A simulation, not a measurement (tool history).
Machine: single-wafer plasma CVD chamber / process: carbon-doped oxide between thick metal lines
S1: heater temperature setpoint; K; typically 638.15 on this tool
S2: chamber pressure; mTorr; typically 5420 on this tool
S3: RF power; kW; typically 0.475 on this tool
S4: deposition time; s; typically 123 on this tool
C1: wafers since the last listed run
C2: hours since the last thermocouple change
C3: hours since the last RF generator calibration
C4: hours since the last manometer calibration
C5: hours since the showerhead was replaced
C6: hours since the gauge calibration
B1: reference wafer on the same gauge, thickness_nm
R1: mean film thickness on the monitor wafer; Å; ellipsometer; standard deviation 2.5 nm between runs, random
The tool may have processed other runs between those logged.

run,hour,S1,S2,S3,S4,C1,C2,C3,C4,C5,C6,B1,R1
1,0,638.15,5420,0.475,123,0,611.2,239.9,396.6,7873.4,1751.9,644.467,6228.03
2,56.6,638.15,5420,0.475,123,480,667.8,296.5,453.2,7930,1808.5,644.162,6194.33
3,96.3,638.15,5420,0.475,123,337,707.5,336.2,492.9,7969.7,1848.2,643.851,6208.7
4,167.5,638.15,5420,0.475,123,604,778.7,407.4,564.1,8040.9,1919.4,642.787,6203.1
5,222.5,638.15,5420,0.475,112,467,833.7,462.4,619.1,8095.9,1974.4,642.738,5653.76
6,264,638.15,5420,0.475,112,352,875.2,503.9,660.6,8137.4,2015.9,641.16,5666.27
7,344.8,638.15,5420,0.475,112,686,956,584.7,741.4,8218.2,2096.7,641.005,5661.25
8,434.6,638.15,5420,0.43,123,762,1045.8,674.5,831.2,8308,2186.5,639.903,5770.95
9,472.3,638.15,5420,0.475,123,320,1083.5,712.2,868.9,8345.7,2224.2,639.274,6228.55
# hour 516.6: thermocouple changed; heater temperature recalibrated
# hour 547.7: gauge calibrated
10,569.6,631.15,5420,0.51,102,758,53,809.5,966.2,8443,21.9,662.625,5611.24
11,637.3,638.15,5420,0.525,123,575,120.7,877.2,1033.9,8510.7,89.6,662.392,6789.44
# hour 656: capacitance manometer re-zeroed and calibrated
12,709.7,638.15,5420,0.475,123,547,193.1,949.6,53.7,8583.1,162,662.135,6378.6
# hour 759.6: RF generator calibrated
13,780.6,638.15,5420,0.475,123,534,264,21,124.6,8654,232.9,661.555,6370.84
14,860.4,627.15,4670,0.545,137,678,343.8,100.8,204.4,8733.8,312.7,660.222,7664.4
15,914.4,638.15,4840,0.475,123,458,397.8,154.8,258.4,8787.8,366.7,658.699,6264.12
# hour 930: showerhead replaced
16,984,631.15,5420,0.54,140,523,467.4,224.4,328,54,436.3,659.465,7892.79
17,1034,638.15,5420,0.475,123,424,517.4,274.4,378,104,486.3,658.518,6336.5
18,1121.1,628.15,6160,0.475,123,740,604.5,361.5,465.1,191.1,573.4,657.168,6552.01

Forecast run 19:
19,1207.4,628.15,4910,0.385,100,733,690.8,447.8,551.4,277.4,659.7,?,?

{"run 19": {"B1": 657.923, "R1": 4564.04}}
On a tool with no hidden condition, and with the same random variation, this run would have come out at R1 4606.16 Å.

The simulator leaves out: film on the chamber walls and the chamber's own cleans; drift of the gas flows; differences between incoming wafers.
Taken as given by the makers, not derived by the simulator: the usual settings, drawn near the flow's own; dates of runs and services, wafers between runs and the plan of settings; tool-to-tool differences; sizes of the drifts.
